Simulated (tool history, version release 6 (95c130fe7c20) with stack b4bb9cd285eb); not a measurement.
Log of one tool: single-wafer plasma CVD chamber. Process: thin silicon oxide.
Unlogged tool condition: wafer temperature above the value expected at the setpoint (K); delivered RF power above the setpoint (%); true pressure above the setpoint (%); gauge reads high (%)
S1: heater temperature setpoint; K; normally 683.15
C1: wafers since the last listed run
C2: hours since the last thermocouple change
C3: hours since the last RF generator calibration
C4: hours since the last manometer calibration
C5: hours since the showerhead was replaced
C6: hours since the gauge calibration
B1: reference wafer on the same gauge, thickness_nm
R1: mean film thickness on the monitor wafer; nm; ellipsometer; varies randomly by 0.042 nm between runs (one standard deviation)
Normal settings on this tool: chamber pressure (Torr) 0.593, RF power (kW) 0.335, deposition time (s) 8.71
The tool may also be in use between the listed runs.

Run 1, day 0.000: usual settings; C1 0; C2 295.0; C3 750.7; C4 2149.9; C5 6584.2; C6 720.9; B1 9.590. Result: R1 11.700 nm.
Run 2, day 2.054: usual settings; C1 2705; C2 344.3; C3 800.0; C4 2199.2; C5 6633.5; C6 770.2; B1 9.609. Result: R1 11.664 nm.
Run 3, day 4.996: usual settings but deposition time (s) 9.26; C1 3873; C2 414.9; C3 870.6; C4 2269.8; C5 6704.1; C6 840.8; B1 9.595. Result: R1 12.409 nm.
Run 4, day 7.650: usual settings but deposition time (s) 9.26; C1 3495; C2 478.6; C3 934.3; C4 2333.5; C5 6767.8; C6 904.5; B1 9.602. Result: R1 12.412 nm.
Run 5, day 12.925: usual settings but deposition time (s) 9.26; C1 6946; C2 605.2; C3 1060.9; C4 2460.1; C5 6894.4; C6 1031.1; B1 9.592. Result: R1 12.531 nm.
Run 6, day 15.850: usual settings but S1 675.15 K, RF power (kW) 0.385; C1 3851; C2 675.4; C3 1131.1; C4 2530.3; C5 6964.6; C6 1101.3; B1 9.603. Result: R1 12.299 nm.
Run 7, day 17.304: usual settings but S1 675.15 K, RF power (kW) 0.385; C1 1914; C2 710.3; C3 1166.0; C4 2565.2; C5 6999.5; C6 1136.2; B1 9.599. Result: R1 12.299 nm.
Run 8, day 19.746: usual settings but S1 675.15 K, RF power (kW) 0.385; C1 3215; C2 768.9; C3 1224.6; C4 2623.8; C5 7058.1; C6 1194.8; B1 9.601. Result: R1 12.394 nm.
Run 9, day 21.058: usual settings; C1 1728; C2 800.4; C3 1256.1; C4 2655.3; C5 7089.6; C6 1226.3; B1 9.606. Result: R1 11.716 nm.
Run 10, day 22.112: usual settings; C1 1388; C2 825.7; C3 1281.4; C4 2680.6; C5 7114.9; C6 1251.6; B1 9.595. Result: R1 11.703 nm.
Run 11, day 23.596: usual settings; C1 1953; C2 861.3; C3 1317.0; C4 2716.2; C5 7150.5; C6 1287.2; B1 9.604. Result: R1 11.748 nm.
Run 12, day 26.571: usual settings; C1 3917; C2 932.7; C3 1388.4; C4 2787.6; C5 7221.9; C6 1358.6; B1 9.598. Result: R1 11.714 nm.
Run 13, day 27.638: usual settings but S1 697.15 K, deposition time (s) 10.40; C1 1404; C2 958.3; C3 1414.0; C4 2813.2; C5 7247.5; C6 1384.2; B1 9.603. Result: R1 13.743 nm.
At day 28.396: showerhead replaced.
Run 14, day 30.267: usual settings; C1 3023; C2 1021.4; C3 1477.1; C4 2876.3; C5 44.9; C6 1447.3; B1 9.600. Result: R1 11.714 nm.
Run 15, day 32.475: usual settings but RF power (kW) 0.370; C1 2908; C2 1074.4; C3 1530.1; C4 2929.3; C5 97.9; C6 1500.3; B1 9.597. Result: R1 12.118 nm.
Run 16, day 33.929: usual settings; C1 1914; C2 1109.3; C3 1565.0; C4 2964.2; C5 132.8; C6 1535.2; B1 9.603. Result: R1 11.635 nm.
Run 17, day 36.496: usual settings but chamber pressure (Torr) 0.498; C1 3380; C2 1170.9; C3 1626.6; C4 3025.8; C5 194.4; C6 1596.8; B1 9.600. Result: R1 10.103 nm.
At day 40.821: capacitance manometer re-zeroed and calibrated.
Run 18, day 40.842: usual settings but S1 669.15 K, chamber pressure (Torr) 0.540, RF power (kW) 0.295, deposition time (s) 7.10; C1 5284; C2 1275.2; C3 1730.9; C4 0.5; C5 298.7; C6 1701.1; B1 9.614. Result: R1 8.152 nm.
Run 19, day 43.396: usual settings but S1 671.15 K, chamber pressure (Torr) 0.446, deposition time (s) 10.16; C1 3363; C2 1336.5; C3 1792.2; C4 61.8; C5 360.0; C6 1762.4; B1 9.596. Result: R1 10.299 nm.
At day 44.338: gauge calibrated.
Run 20, day 45.892: usual settings but S1 691.15 K, chamber pressure (Torr) 0.719; C1 3286; C2 1396.4; C3 1852.1; C4 121.7; C5 419.9; C6 37.3; B1 9.592. Result: R1 13.178 nm.
At day 46.412: RF generator calibrated.
Run 21, day 47.192: usual settings; C1 1273; C2 1427.6; C3 18.7; C4 152.9; C5 451.1; C6 68.5; B1 9.615. Result: R1 11.272 nm.
At day 49.025: thermocouple changed; heater temperature recalibrated.
Run 22, day 49.083: usual settings but deposition time (s) 8.10; C1 2052; C2 1.4; C3 64.1; C4 198.3; C5 496.5; C6 113.9; B1 9.600. Result: R1 10.479 nm.
Run 23, day 50.446: usual settings but S1 672.15 K, chamber pressure (Torr) 0.702, RF power (kW) 0.385; C1 1794; C2 34.1; C3 96.8; C4 231.0; C5 529.2; C6 146.6; B1 9.590. Result: R1 13.787 nm.
Run 24, day 52.700: usual settings but RF power (kW) 0.290, deposition time (s) 9.79; C1 2968; C2 88.2; C3 150.9; C4 285.1; C5 583.3; C6 200.7; B1 9.591. Result: R1 12.057 nm.
Run 25, day 55.312: usual settings but S1 687.15 K, RF power (kW) 0.295, deposition time (s) 8.11; C1 3440; C2 150.9; C3 213.6; C4 347.8; C5 646.0; C6 263.4; B1 9.601. Result: R1 10.063 nm.
Run 26, day 58.129: usual settings but S1 695.15 K, chamber pressure (Torr) 0.532, RF power (kW) 0.270, deposition time (s) 6.98; C1 3709; C2 218.5; C3 281.2; C4 415.4; C5 713.6; C6 331.0; B1 9.610. Result: R1 7.564 nm.
Run 27, day 60.333: usual settings but deposition time (s) 7.42; C1 2902; C2 271.4; C3 334.1; C4 468.3; C5 766.5; C6 383.9; B1 9.601. Result: R1 9.649 nm.
Run 28, day 62.604: usual settings but S1 674.15 K, chamber pressure (Torr) 0.654, RF power (kW) 0.315, deposition time (s) 9.61; C1 2990; C2 325.9; C3 388.6; C4 522.8; C5 821.0; C6 438.4; B1 9.591. Result: R1 13.495 nm.
Run 29, day 64.846: usual settings; C1 2952; C2 379.7; C3 442.4; C4 576.6; C5 874.8; C6 492.2; B1 9.606. Result: R1 11.434 nm.
Run 30, day 67.029: usual settings but S1 674.15 K, deposition time (s) 7.52; C1 2875; C2 432.1; C3 494.8; C4 629.0; C5 927.2; C6 544.6; B1 9.593. Result: R1 9.953 nm.

Predict each of these 3 candidate next runs independently; none follows another, all start after run 30:
Run A, day 67.046: usual settings but S1 673.15 K; C1 21; C2 432.5; C3 495.2; C4 629.4; C5 927.6; C6 545.0; B1 ?. Result: R1 ?.
Run B, day 67.046: usual settings but deposition time (s) 9.55; C1 21; C2 432.5; C3 495.2; C4 629.4; C5 927.6; C6 545.0; B1 ?. Result: R1 ?.
Run C, day 67.046: usual settings but S1 689.15 K, deposition time (s) 10.30; C1 21; C2 432.5; C3 495.2; C4 629.4; C5 927.6; C6 545.0; B1 ?. Result: R1 ?.

run     B1      R1
  A  9.596  11.557
  B  9.596  12.583
  C  9.596  13.513
The same runs, with their run-to-run variation unchanged, on a tool lacking any hidden condition would have given:
run      R1
  A  11.327
  B  12.332
  C  13.244
